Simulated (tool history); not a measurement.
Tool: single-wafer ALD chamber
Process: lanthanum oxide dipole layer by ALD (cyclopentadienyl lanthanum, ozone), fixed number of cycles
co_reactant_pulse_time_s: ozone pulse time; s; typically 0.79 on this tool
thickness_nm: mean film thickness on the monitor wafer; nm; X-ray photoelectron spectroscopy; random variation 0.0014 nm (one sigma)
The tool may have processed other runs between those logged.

run	hour	co_reactant_pulse_time_s	wafers since the last listed run	hours since the last thermocouple change	hours since the last ozone generator service	hours since the showerhead was replaced	hours since the gauge calibration	read-back reference wafer on the same gauge, thickness_nm	thickness_nm
1	0.0	0.79	0	1054.5	742.4	4013.6	253.1	0.434	0.450
2	56.0	0.62	1317	1110.5	798.4	4069.6	309.1	0.434	0.407
3	114.4	0.55	1374	1168.9	856.8	4128.0	367.5	0.435	0.382
4	153.5	0.55	920	1208.0	895.9	4167.1	406.6	0.436	0.385
5	215.1	0.55	1449	1269.6	957.5	4228.7	468.2	0.437	0.381
6	250.4	0.65	830	1304.9	992.8	4264.0	503.5	0.438	0.417
7	292.0	0.65	978	1346.5	1034.4	4305.6	545.1	0.438	0.416
8	332.0	0.93	941	1386.5	1074.4	4345.6	585.1	0.439	0.486
9	358.3	0.93	618	1412.8	1100.7	4371.9	611.4	0.439	0.488
10	415.2	0.79	1338	1469.7	1157.6	4428.8	668.3	0.439	0.459
# hour 532.5: ozone generator serviced
11	564.3	0.79	3320	1618.8	31.8	4577.9	817.4	0.440	0.457
12	619.7	0.79	1303	1674.2	87.2	4633.3	872.8	0.441	0.458
13	651.1	1.02	738	1705.6	118.6	4664.7	904.2	0.440	0.502
# hour 681.3: showerhead replaced
14	685.8	1.02	628	1740.3	153.3	4.5	938.9	0.441	0.506
15	753.9	0.98	1602	1808.4	221.4	72.6	1007.0	0.441	0.497
16	885.6	0.79	3099	1940.1	353.1	204.3	1138.7	0.442	0.458
17	930.4	0.79	1054	1984.9	397.9	249.1	1183.5	0.441	0.461
18	1002.4	0.67	1694	2056.9	469.9	321.1	1255.5	0.442	0.425
19	1116.3	0.69	2680	2170.8	583.8	435.0	1369.4	0.442	0.436
20	1165.3	0.60	1153	2219.8	632.8	484.0	1418.4	0.442	0.410
21	1199.9	0.79	814	2254.4	667.4	518.6	1453.0	0.443	0.460
22	1224.0	0.79	567	2278.5	691.5	542.7	1477.1	0.443	0.461
23	1280.0	1.00	1317	2334.5	747.5	598.7	1533.1	0.442	0.501
# hour 1288.8: gauge calibrated
# hour 1300.1: thermocouple changed; heater temperature recalibrated
24	1348.6	0.94	1425	48.5	816.1	667.3	59.8	0.426	0.476
25	1375.7	1.06	637	75.6	843.2	694.4	86.9	0.428	0.495
26	1406.3	0.70	720	106.2	873.8	725.0	117.5	0.429	0.423
27	1438.9	1.01	767	138.8	906.4	757.6	150.1	0.429	0.490
28	1475.8	0.64	868	175.7	943.3	794.5	187.0	0.430	0.408
29	1522.3	0.55	1094	222.2	989.8	841.0	233.5	0.431	0.378
30	1585.7	0.90	1491	285.6	1053.2	904.4	296.9	0.432	0.475
31	1639.6	1.03	1268	339.5	1107.1	958.3	350.8	0.433	0.498
32	1704.1	0.59	1517	404.0	1171.6	1022.8	415.3	0.434	0.395
33	1751.6	0.58	1117	451.5	1219.1	1070.3	462.8	0.434	0.393

5 ways to go on from here, each from the tool as it stands after run 33. What would each give?
A	1752.0	1.05	9	451.9	1219.5	1070.7	463.2	?	?
B	1752.0	0.89	9	451.9	1219.5	1070.7	463.2	?	?
C	1752.0	1.04	9	451.9	1219.5	1070.7	463.2	?	?
D	1752.0	0.56	9	451.9	1219.5	1070.7	463.2	?	?
E	1752.0	0.66	9	451.9	1219.5	1070.7	463.2	?	?

run	read-back reference wafer on the same gauge, thickness_nm	thickness_nm
A	0.435	0.500
B	0.435	0.474
C	0.435	0.499
D	0.435	0.385
E	0.435	0.418
Without the tool's hidden state the same runs would have given:
run	thickness_nm
A	0.489
B	0.464
C	0.488
D	0.376
E	0.409
